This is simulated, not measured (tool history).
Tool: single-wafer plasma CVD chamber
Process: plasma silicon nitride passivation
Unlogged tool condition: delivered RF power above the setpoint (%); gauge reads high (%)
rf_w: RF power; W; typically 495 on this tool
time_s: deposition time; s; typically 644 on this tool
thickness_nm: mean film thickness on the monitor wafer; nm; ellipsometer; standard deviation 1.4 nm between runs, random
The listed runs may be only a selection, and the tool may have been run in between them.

run,hour,rf_w,time_s,wafers since the last listed run,hours since the last RF generator calibration,hours since the showerhead was replaced,hours since the gauge calibration,"read-back reference wafer on the same gauge, thickness_nm",thickness_nm
1,0.0,495,644,0,708.6,5135.3,149.8,874.970,917.878
2,8.1,495,644,15,716.7,5143.4,157.9,874.780,918.174
3,17.8,495,644,18,726.4,5153.1,167.6,874.663,916.819
4,30.9,495,605,24,739.5,5166.2,180.7,874.669,862.008
5,45.5,495,605,27,754.1,5180.8,195.3,875.098,861.439
6,59.8,495,644,27,768.4,5195.1,209.6,874.929,918.921
7,75.9,495,644,30,784.5,5211.2,225.7,875.133,919.201
8,93.7,495,644,33,802.3,5229.0,243.5,875.254,916.471
# hour 97.3: gauge calibrated
9,102.4,495,644,16,811.0,5237.7,5.1,874.675,917.086
# hour 117.2: showerhead replaced
10,120.0,495,644,18,828.6,2.8,22.7,875.693,916.802
11,126.9,495,644,13,835.5,9.7,29.6,874.833,915.291
12,137.6,475,585,20,846.2,20.4,40.3,875.133,830.002
13,148.7,495,644,21,857.3,31.5,51.4,874.755,917.303
# hour 165.7: RF generator calibrated
14,166.2,405,756,18,0.5,49.0,68.9,874.355,1037.612
15,170.3,495,710,7,4.6,53.1,73.0,875.462,1011.000
16,180.6,470,644,19,14.9,63.4,83.3,874.883,909.490
17,188.9,495,644,15,23.2,71.7,91.6,875.416,915.637
18,200.0,495,644,21,34.3,82.8,102.7,875.184,915.207
19,207.5,530,704,14,41.8,90.3,110.2,874.733,1013.025
20,215.3,430,687,14,49.6,98.1,118.0,875.570,954.955
21,226.6,570,768,21,60.9,109.4,129.3,875.060,1123.939
22,237.4,495,557,20,71.7,120.2,140.1,875.113,791.449
23,249.0,495,644,22,83.3,131.8,151.7,875.092,916.125
24,260.2,555,679,21,94.5,143.0,162.9,875.117,985.311

Below are 3 alternative next runs, each starting from the tool's condition after run 24. Predict each:
A,260.8,495,644,1,95.1,143.6,163.5,?,?
B,260.8,585,579,1,95.1,143.6,163.5,?,?
C,260.8,425,735,1,95.1,143.6,163.5,?,?

run,"read-back reference wafer on the same gauge, thickness_nm",thickness_nm
A,875.323,918.658
B,875.323,852.471
C,875.323,1020.408
With no hidden state in the tool, these same runs would have given:
run,thickness_nm
A,918.658
B,852.471
C,1020.408
